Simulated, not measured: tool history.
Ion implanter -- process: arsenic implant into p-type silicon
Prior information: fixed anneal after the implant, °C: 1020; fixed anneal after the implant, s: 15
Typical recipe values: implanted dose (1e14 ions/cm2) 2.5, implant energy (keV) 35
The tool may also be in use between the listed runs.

run,hour,implanted dose (1e14 ions/cm2),implant energy (keV),"read-back reference wafer on the same gauge, sheet resistance",sheet resistance of the implanted and annealed layer (ohm/square)
1,0,2.76,26,371.97,333.98
2,11.9,1.97,41,372.16,399.94
3,23.8,1.97,41,372.2,399.32
4,41.7,1.95,43.5,372.25,398.86
5,48.9,2.5,35,372.25,343.66
6,66.4,2.09,41.5,371.96,382.76
7,73.6,2.09,41.5,371.84,382.81
8,80.9,2.5,38.5,371.74,340
9,96,2.5,38.5,371.99,339.27
10,103.9,2.5,38.5,371.85,339.32
11,110,2.5,35,371.86,345.01
12,126.7,2.5,35,371.79,345.17
13,138.2,2.5,35,371.87,343.83
14,144.3,2.5,35,371.87,344.94
15,159.4,2.5,35,372.13,344.28
16,171.1,2.5,35,371.97,345.42
17,184.2,2.02,46,371.88,386.75
18,199,3.03,35,372.05,298.43
# hour 201.2: gauge calibrated
19,207.8,2.25,35,371.93,372.65
20,222.6,2.72,46.5,371.98,309.98
# hour 234.4: Faraday cup replaced and dose calibrated
# hour 236.5: extraction supply calibrated
21,237,2.5,35,371.98,335.07
22,244.8,1.76,29,371.85,446.12
23,260.7,2.5,35,372.21,334.85
24,269.1,1.9,30,372.19,420
25,282.9,3.03,41.5,371.92,284.5
26,297.4,3.06,47,372.08,277.45
27,304.4,2.23,43.5,371.98,354.71
28,314.5,2.5,35,372,336.04
29,320.9,2.5,35,371.9,336.08
30,328.1,2.5,47,372.08,322.32
31,338.3,2.17,35,372.06,372.81
32,354,2.5,35,371.79,337

Give the tool's hidden conditions for every run:
deviation of the true energy from its setpoint, %: 0 on each run
gauge reads high (%): 0 on each run
H1: deviation of the true dose from the Faraday cup's reading, %
run,H1
1,-4.6
2,-4.61
3,-4.62
4,-4.63
5,-4.64
6,-4.65
7,-4.65
8,-4.66
9,-4.67
10,-4.67
11,-4.68
12,-4.69
13,-4.7
14,-4.7
15,-4.71
16,-4.71
17,-4.72
18,-4.73
19,-4.74
20,-4.74
21,-0.738
22,-0.8
23,-0.923
24,-0.987
25,-1.09
26,-1.2
27,-1.25
28,-1.32
29,-1.36
30,-1.41
31,-1.48
32,-1.59
